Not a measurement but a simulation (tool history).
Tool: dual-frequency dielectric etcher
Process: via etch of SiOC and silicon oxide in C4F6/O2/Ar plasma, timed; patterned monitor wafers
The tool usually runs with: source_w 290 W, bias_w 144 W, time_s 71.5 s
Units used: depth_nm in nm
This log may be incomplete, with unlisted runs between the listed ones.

run,hour,source_w,bias_w,time_s,wafers since the last listed run,hours since the last wet clean,hours since the last source power generator calibration,hours since the last bias power generator calibration,hours since the last upper electrode change,hours since the gauge calibration,"read-back reference wafer on the same gauge, depth_nm",depth_nm
1,0,290,144,71.5,0,483.4,3262.5,2893.1,2409.3,75.4,67.4,59.5
2,8.1,290,144,71.5,90,491.5,3270.6,2901.2,2417.4,83.5,67.4,59.4
3,18.2,290,144,71.5,112,501.6,3280.7,2911.3,2427.5,93.6,67.4,59.2
4,29.7,290,144,71.5,128,513.1,3292.2,2922.8,2439,105.1,67.3,59
5,46.9,290,128,71.5,191,530.3,3309.4,2940,2456.2,122.3,67.4,55.9
# hour 54: source power generator calibrated
6,64.8,290,128,71.5,155,548.2,10.8,2957.9,2474.1,140.2,67.4,56.2
7,73.2,290,144,71.5,93,556.6,19.2,2966.3,2482.5,148.6,67.3,58.8
8,80.6,290,144,71.5,82,564,26.6,2973.7,2489.9,156,67.4,58.9
# hour 107.1: wet clean of the chamber
# hour 111.9: upper electrode replaced
# hour 112.9: gauge calibrated
# hour 115.2: bias power generator calibrated
9,115.7,340,144,84.5,33,8.6,61.7,0.5,3.8,2.8,67.5,78.4
10,116,290,144,71.5,3,8.9,62,0.8,4.1,3.1,67.4,62.6
11,116.3,310,125,60,3,9.2,62.3,1.1,4.4,3.4,67.3,50.4
12,130.8,290,177,62.5,161,23.7,76.8,15.6,18.9,17.9,67.4,59.9
13,137.2,260,155,56,71,30.1,83.2,22,25.3,24.3,67.3,48.1
14,144.9,350,155,88.5,85,37.8,90.9,29.7,33,32,67.4,86
15,154.4,350,155,88.5,105,47.3,100.4,39.2,42.5,41.5,67.5,86.1
16,167.6,290,144,71.5,147,60.5,113.6,52.4,55.7,54.7,67.4,61.9
17,178.6,260,161,58,122,71.5,124.6,63.4,66.7,65.7,67.4,50.7

What was the tool's hidden state at every run in the log?
source power that arrives over what is set, %: 0 at every run
bias power that arrives over what is set, %: 0 at every run
gauge reads high (%): 0 at every run
H1: etch rate over this chamber's usual, %
run,H1
1,-4.78
2,-4.85
3,-4.94
4,-5.05
5,-5.21
6,-5.37
7,-5.45
8,-5.52
9,0.256
10,0.253
11,0.251
12,0.118
13,0.0589
14,-0.0117
15,-0.0989
16,-0.22
17,-0.321

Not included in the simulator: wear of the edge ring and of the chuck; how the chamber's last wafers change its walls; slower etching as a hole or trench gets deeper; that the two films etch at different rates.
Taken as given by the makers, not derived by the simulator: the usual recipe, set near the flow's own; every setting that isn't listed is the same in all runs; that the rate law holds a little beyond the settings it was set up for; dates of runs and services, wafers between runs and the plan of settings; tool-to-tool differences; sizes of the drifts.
